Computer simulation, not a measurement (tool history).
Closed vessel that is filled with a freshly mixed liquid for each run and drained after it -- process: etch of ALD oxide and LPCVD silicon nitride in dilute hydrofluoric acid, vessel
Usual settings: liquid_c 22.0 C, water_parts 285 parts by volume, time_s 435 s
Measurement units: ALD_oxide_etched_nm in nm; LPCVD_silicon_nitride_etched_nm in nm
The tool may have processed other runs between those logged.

| run | day | liquid_c | water_parts | time_s | wafers since the last listed run | hours since the thermometer was replaced | hours since the hydrofluoric acid flow meter was replaced | hours since the gauge calibration | read-back film thickness of the ALD oxide reference wafer, read on the same gauge (nm) | read-back film thickness of the LPCVD silicon nitride reference wafer, read on the same gauge (nm) | ALD_oxide_etched_nm | LPCVD_silicon_nitride_etched_nm |
|---|---|---|---|---|---|---|---|---|---|---|---|---|
| 1 | 0.000 | 22.0 | 285 | 435 | 0 | 931.6 | 843.6 | 225.5 | 119.96 | 99.990 | 15.87 | 0.563 |
| 2 | 0.725 | 22.0 | 285 | 435 | 932 | 949.0 | 861.0 | 242.9 | 119.97 | 99.964 | 15.91 | 0.542 |
| 3 | 1.904 | 20.0 | 285 | 435 | 1516 | 977.3 | 889.3 | 271.2 | 120.03 | 99.985 | 14.57 | 0.431 |
| 4 | 2.525 | 20.0 | 285 | 435 | 798 | 992.2 | 904.2 | 286.1 | 120.01 | 99.990 | 14.45 | 0.444 |
| 5 | 3.675 | 20.0 | 285 | 435 | 1479 | 1019.8 | 931.8 | 313.7 | 120.00 | 99.968 | 14.49 | 0.462 |
| 6 | 4.879 | 22.0 | 285 | 435 | 1549 | 1048.7 | 960.7 | 342.6 | 119.99 | 100.022 | 15.22 | 0.534 |
| 7 | 5.792 | 22.0 | 285 | 435 | 1173 | 1070.6 | 982.6 | 364.5 | 119.98 | 99.976 | 15.39 | 0.527 |
|  | 6.288 | hydrofluoric acid flow meter replaced |
| 8 | 6.908 | 22.0 | 215 | 570 | 1382 | 1097.4 | 14.9 | 391.3 | 119.98 | 100.005 | 32.09 | 1.013 |
| 9 | 7.838 | 22.0 | 285 | 435 | 1195 | 1119.7 | 37.2 | 413.6 | 120.00 | 99.998 | 17.07 | 0.611 |
| 10 | 8.471 | 22.0 | 285 | 435 | 814 | 1134.9 | 52.4 | 428.8 | 120.05 | 100.031 | 17.09 | 0.577 |
|  | 8.712 | thermometer replaced |
| 11 | 9.525 | 22.0 | 285 | 630 | 1302 | 19.5 | 77.7 | 454.1 | 120.01 | 99.969 | 27.97 | 0.934 |
| 12 | 10.642 | 22.0 | 285 | 550 | 1436 | 46.3 | 104.5 | 480.9 | 119.98 | 100.002 | 23.73 | 0.862 |
| 13 | 11.921 | 26.5 | 285 | 585 | 1645 | 77.0 | 135.2 | 511.6 | 120.01 | 100.021 | 29.50 | 1.240 |
| 14 | 12.771 | 22.0 | 330 | 595 | 1093 | 97.4 | 155.6 | 532.0 | 120.00 | 99.981 | 21.42 | 0.806 |
| 15 | 14.450 | 19.0 | 155 | 330 | 2160 | 137.7 | 195.9 | 572.3 | 119.99 | 99.969 | 26.16 | 0.727 |
| 16 | 15.883 | 24.0 | 420 | 285 | 1843 | 172.1 | 230.3 | 606.7 | 120.05 | 100.033 | 7.84 | 0.331 |
| 17 | 16.888 | 22.0 | 235 | 435 | 1291 | 196.2 | 254.4 | 630.8 | 119.96 | 100.021 | 23.32 | 0.818 |
| 18 | 18.008 | 22.0 | 285 | 435 | 1441 | 223.1 | 281.3 | 657.7 | 120.00 | 99.984 | 18.20 | 0.648 |
|  | 18.854 | gauge calibrated |
| 19 | 19.229 | 23.5 | 285 | 435 | 1570 | 252.4 | 310.6 | 9.0 | 120.03 | 99.997 | 19.37 | 0.763 |
| 20 | 20.158 | 22.0 | 235 | 435 | 1195 | 274.7 | 332.9 | 31.3 | 119.99 | 99.979 | 22.80 | 0.800 |
| 21 | 21.321 | 18.5 | 165 | 565 | 1495 | 302.6 | 360.8 | 59.2 | 119.97 | 99.992 | 40.01 | 1.188 |
| 22 | 22.317 | 23.5 | 285 | 590 | 1281 | 326.5 | 384.7 | 83.1 | 120.01 | 99.981 | 25.56 | 0.932 |
| 23 | 23.054 | 22.0 | 165 | 225 | 948 | 344.2 | 402.4 | 100.8 | 120.00 | 99.961 | 17.85 | 0.541 |

Predict the results of run 24:
| 24 | 23.892 | 17.5 | 235 | 435 | 1077 | 364.3 | 422.5 | 120.9 | ? | ? | ? | ? |

read-back film thickness of the ALD oxide reference wafer, read on the same gauge (nm): 119.99
read-back film thickness of the LPCVD silicon nitride reference wafer, read on the same gauge (nm): 100.013
ALD_oxide_etched_nm: 19.19 nm
LPCVD_silicon_nitride_etched_nm: 0.603 nm
Minus the tool's unlogged condition, the same run would have read ALD_oxide_etched_nm 20.95 nm, LPCVD_silicon_nitride_etched_nm 0.667 nm.
